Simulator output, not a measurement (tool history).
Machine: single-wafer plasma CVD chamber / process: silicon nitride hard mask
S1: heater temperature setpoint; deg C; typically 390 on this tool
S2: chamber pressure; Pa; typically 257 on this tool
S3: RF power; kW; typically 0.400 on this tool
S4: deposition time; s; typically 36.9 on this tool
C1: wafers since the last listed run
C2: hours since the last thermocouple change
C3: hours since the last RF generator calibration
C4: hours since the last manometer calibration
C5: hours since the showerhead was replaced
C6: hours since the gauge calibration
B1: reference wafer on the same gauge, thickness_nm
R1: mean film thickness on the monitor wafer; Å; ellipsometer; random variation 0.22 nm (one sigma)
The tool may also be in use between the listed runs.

run,hour,S1,S2,S3,S4,C1,C2,C3,C4,C5,C6,B1,R1
1,0.0,390,257,0.400,41.9,0,1778.5,571.6,1372.9,2946.5,212.7,53.009,560.45
2,60.0,390,257,0.400,41.9,1472,1838.5,631.6,1432.9,3006.5,272.7,53.187,553.33
3,129.1,390,257,0.400,41.9,1695,1907.6,700.7,1502.0,3075.6,341.8,53.036,549.78
4,167.2,390,257,0.450,36.9,934,1945.7,738.8,1540.1,3113.7,379.9,53.061,518.84
5,220.1,390,257,0.450,36.9,1297,1998.6,791.7,1593.0,3166.6,432.8,53.106,514.31
6,274.4,390,257,0.450,36.9,1332,2052.9,846.0,1647.3,3220.9,487.1,53.033,513.11
7,343.0,390,257,0.400,36.9,1683,2121.5,914.6,1715.9,3289.5,555.7,53.071,477.67
8,402.5,390,257,0.400,36.9,1459,2181.0,974.1,1775.4,3349.0,615.2,53.050,473.15
# hour 419.1: gauge calibrated
# hour 421.0: RF generator calibrated
9,439.0,390,257,0.400,36.9,699,2217.5,18.0,1811.9,3385.5,19.9,53.090,510.65
10,464.6,382,257,0.460,36.9,628,2243.1,43.6,1837.5,3411.1,45.5,53.137,548.30
11,507.9,390,257,0.400,32.8,1062,2286.4,86.9,1880.8,3454.4,88.8,53.093,452.26
# hour 544.8: capacitance manometer re-zeroed and calibrated
12,577.3,403,215,0.400,42.7,1506,2355.8,156.3,32.5,3523.8,158.2,53.014,560.11
# hour 612.4: showerhead replaced, of another model than before
13,622.3,390,257,0.400,41.9,907,2400.8,201.3,77.5,9.9,203.2,53.189,574.81
# hour 687.5: thermocouple changed; heater temperature recalibrated
14,727.9,396,257,0.400,36.9,2394,40.4,306.9,183.1,115.5,308.8,53.093,503.41
15,761.8,390,257,0.400,36.9,831,74.3,340.8,217.0,149.4,342.7,53.123,500.67
16,827.3,390,236,0.400,36.9,1606,139.8,406.3,282.5,214.9,408.2,53.041,480.17
17,853.2,390,288,0.375,36.9,635,165.7,432.2,308.4,240.8,434.1,53.127,483.10
18,886.3,399,200,0.400,32.1,812,198.8,465.3,341.5,273.9,467.2,53.114,387.53

Measured result minus the same run's result without the hidden state. Both carry the same run-to-run variation, though not necessarily the same gauge scatter:
Hidden state present: wafer temperature above the value expected at the setpoint (K); delivered RF power above the setpoint (%); true pressure above the setpoint (%); gauge reads high (%).
run,R1
1,-15.54
2,-18.10
3,-21.52
4,-21.24
5,-23.83
6,-26.84
7,-30.71
8,-34.44
9,-0.13
10,-0.20
11,-0.31
12,-0.95
13,-2.64
14,-5.13
15,-6.25
16,-8.61
17,-10.44
18,-9.27
